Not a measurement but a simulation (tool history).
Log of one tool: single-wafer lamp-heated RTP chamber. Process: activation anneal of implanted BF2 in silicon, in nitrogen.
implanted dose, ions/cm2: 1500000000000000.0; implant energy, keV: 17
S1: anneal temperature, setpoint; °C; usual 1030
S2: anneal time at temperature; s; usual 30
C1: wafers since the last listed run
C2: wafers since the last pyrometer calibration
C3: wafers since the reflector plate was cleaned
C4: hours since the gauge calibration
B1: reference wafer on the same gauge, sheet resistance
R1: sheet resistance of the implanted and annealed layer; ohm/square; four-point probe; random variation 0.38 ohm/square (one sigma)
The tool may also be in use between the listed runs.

run,hour,S1,S2,C1,C2,C3,C4,B1,R1
1,0,1030,30,0,3014,5,581.7,140.9,128.35
2,59.6,1030,30,665,3680,671,641.3,141.07,127.65
3,103.4,1023,30,489,4170,1161,685.1,141.03,133.51
4,151.3,1023,30,535,4705,1696,733,141.08,133.33
5,176.2,1030,30,278,4983,1974,757.9,140.95,126.56
6,207.1,1030,30,345,5328,2319,788.8,141.07,126.62
7,255.2,1030,30,537,5866,2857,836.9,141.05,126.09
8,286.6,1030,30,350,6217,3208,868.3,140.94,126.29
# hour 307.5: pyrometer window cleaned and pyrometer calibrated
9,313.7,1030,19,213,69,3421,895.4,140.93,143.41
10,352.6,1030,19,434,503,3856,934.3,141.08,141.38
11,403.8,1030,19,572,1075,4428,985.5,141.05,142.06
12,555,1030,30,1689,2765,6117,1136.7,141.13,127.84
13,608.2,1030,30,594,3359,6712,1189.9,141.04,127.39
14,645.7,1030,30,419,3778,7131,1227.4,141.14,126.82
# hour 793.7: reflector plate cleaned
# hour 823.3: pyrometer window cleaned and pyrometer calibrated
15,823.8,1030,30,1811,5,247,1405.5,140.74,129.57
# hour 925.3: gauge calibrated
16,967.5,1052,21,1605,1611,1852,42.2,140.97,119.11
17,1099.6,1030,41,1476,3087,3329,174.3,141.05,120.24
18,1150.1,1054,13,564,3651,3893,224.8,140.88,127.33
19,1183,1042,16,367,4019,4260,257.7,141.21,132.46
20,1244.8,1030,30,690,4709,4951,319.5,141.1,127.13
21,1285.1,1053,14,450,5159,5401,359.8,141.03,125.66
# hour 1336.8: pyrometer window cleaned and pyrometer calibrated
22,1338.3,1051,30,505,17,5906,413,141,113.83
23,1407,1030,30,767,784,6674,481.7,141,129.72
# hour 1451: reflector plate cleaned
24,1474.5,1046,39,664,1449,262,549.2,141.09,110.69
25,1511.6,1011,30,414,1864,677,586.3,140.92,147.54
26,1563.4,1012,39,578,2442,1255,638.1,140.88,138.61
27,1767.8,1030,30,2283,4726,3539,842.5,140.98,126.69
28,1826,1040,38,650,5377,4190,900.7,140.92,113.27
29,1892.8,1030,30,746,6123,4936,967.5,141.09,126.14
30,1930.5,1008,20,421,6544,5357,1005.2,141.16,160.89
# hour 1948.1: pyrometer window cleaned and pyrometer calibrated
31,2003.7,1043,39,728,621,6086,1078.4,140.89,114.13
32,2039.5,1030,30,400,1021,6486,1114.2,140.91,129.75
33,2096.5,1001,30,636,1658,7123,1171.2,140.96,163.15
34,2127.8,1030,30,349,2007,7473,1202.5,141.1,128.66
35,2157.3,1009,30,329,2337,7802,1232,141.09,151.48
36,2193.3,1030,30,402,2739,8204,1268,141.11,128.49
# hour 2226.7: gauge calibrated
# hour 2229.9: reflector plate cleaned
37,2246.2,1060,30,501,3241,182,19.5,140.91,104.28

3 ways to go on from here, each from the tool as it stands after run 37. What would each give?
A,2246.6,1030,44,4,3245,187,19.9,?,?
B,2246.6,1050,30,4,3245,187,19.9,?,?
C,2246.6,1030,40,4,3245,187,19.9,?,?

run,B1,R1
A,141.03,118.27
B,141.03,112.65
C,141.03,120.62
Without the tool's hidden state the same runs would have given:
run,R1
A,120.63
B,115.16
C,122.99
